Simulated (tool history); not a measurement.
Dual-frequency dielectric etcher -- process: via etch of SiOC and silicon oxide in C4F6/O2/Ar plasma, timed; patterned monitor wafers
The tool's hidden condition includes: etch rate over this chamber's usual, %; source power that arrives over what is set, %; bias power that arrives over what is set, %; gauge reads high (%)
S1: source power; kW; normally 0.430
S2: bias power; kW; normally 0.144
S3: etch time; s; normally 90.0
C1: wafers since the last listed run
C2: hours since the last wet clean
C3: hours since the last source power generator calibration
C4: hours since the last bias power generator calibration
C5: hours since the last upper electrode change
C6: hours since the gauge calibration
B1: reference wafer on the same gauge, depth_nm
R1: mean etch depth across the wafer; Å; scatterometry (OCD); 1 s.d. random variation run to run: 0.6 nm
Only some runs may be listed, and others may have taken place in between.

run	hour	S1	S2	S3	C1	C2	C3	C4	C5	C6	B1	R1
1	0.0	0.430	0.144	90.0	0	439.4	1409.1	1535.1	5461.9	348.1	99.7	916
2	43.5	0.430	0.116	90.0	299	482.9	1452.6	1578.6	5505.4	391.6	100.3	874
3	103.5	0.430	0.144	90.0	412	542.9	1512.6	1638.6	5565.4	451.6	100.0	906
# hour 150.9: wet clean of the chamber
4	174.6	0.430	0.144	90.0	323	23.7	1583.7	1709.7	5636.5	522.7	100.1	955
5	201.5	0.430	0.144	90.0	184	50.6	1610.6	1736.6	5663.4	549.6	100.0	952
6	257.2	0.430	0.144	90.0	383	106.3	1666.3	1792.3	5719.1	605.3	99.9	940
7	305.8	0.430	0.144	90.0	334	154.9	1714.9	1840.9	5767.7	653.9	99.8	932
# hour 339.2: source power generator calibrated
8	362.9	0.430	0.144	90.0	365	212.0	23.7	1898.0	5824.8	711.0	100.1	934
9	413.7	0.430	0.144	90.0	349	262.8	74.5	1948.8	5875.6	761.8	100.1	932
10	472.3	0.430	0.144	90.0	402	321.4	133.1	2007.4	5934.2	820.4	100.1	924
# hour 516.9: bias power generator calibrated
11	530.5	0.430	0.144	90.0	372	379.6	191.3	13.6	5992.4	878.6	99.9	917
# hour 558.7: gauge calibrated
# hour 565.3: upper electrode replaced
12	565.8	0.510	0.144	90.0	77	414.9	226.6	48.9	0.5	7.1	100.0	968
13	621.0	0.350	0.156	64.0	379	470.1	281.8	104.1	55.7	62.3	100.1	629
14	663.6	0.500	0.116	90.0	292	512.7	324.4	146.7	98.3	104.9	100.0	921
# hour 691.0: wet clean of the chamber
15	707.9	0.520	0.171	90.0	139	16.9	368.7	191.0	142.6	149.2	100.2	1051
16	777.1	0.430	0.121	68.0	475	86.1	437.9	260.2	211.8	218.4	100.0	701
17	848.0	0.430	0.165	108.0	487	157.0	508.8	331.1	282.7	289.3	99.8	1162
18	874.9	0.430	0.144	90.0	184	183.9	535.7	358.0	309.6	316.2	99.8	941
19	906.2	0.520	0.171	90.0	215	215.2	567.0	389.3	340.9	347.5	100.1	1034
20	1028.2	0.520	0.168	67.5	838	337.2	689.0	511.3	462.9	469.5	99.8	762
21	1070.5	0.470	0.122	80.5	290	379.5	731.3	553.6	505.2	511.8	100.1	830

Predict each of these 3 candidate next runs independently; none follows another, all start after run 21:
A	1070.9	0.430	0.144	90.0	2	379.9	731.7	554.0	505.6	512.2	?	?
B	1070.9	0.470	0.144	90.0	2	379.9	731.7	554.0	505.6	512.2	?	?
C	1070.9	0.520	0.133	113.0	2	379.9	731.7	554.0	505.6	512.2	?	?

run	B1	R1
A	100.0	920
B	100.0	945
C	100.0	1206
Take away the tool's hidden state, keep each run's random variation, and the runs would have read:
run	R1
A	949
B	975
C	1245

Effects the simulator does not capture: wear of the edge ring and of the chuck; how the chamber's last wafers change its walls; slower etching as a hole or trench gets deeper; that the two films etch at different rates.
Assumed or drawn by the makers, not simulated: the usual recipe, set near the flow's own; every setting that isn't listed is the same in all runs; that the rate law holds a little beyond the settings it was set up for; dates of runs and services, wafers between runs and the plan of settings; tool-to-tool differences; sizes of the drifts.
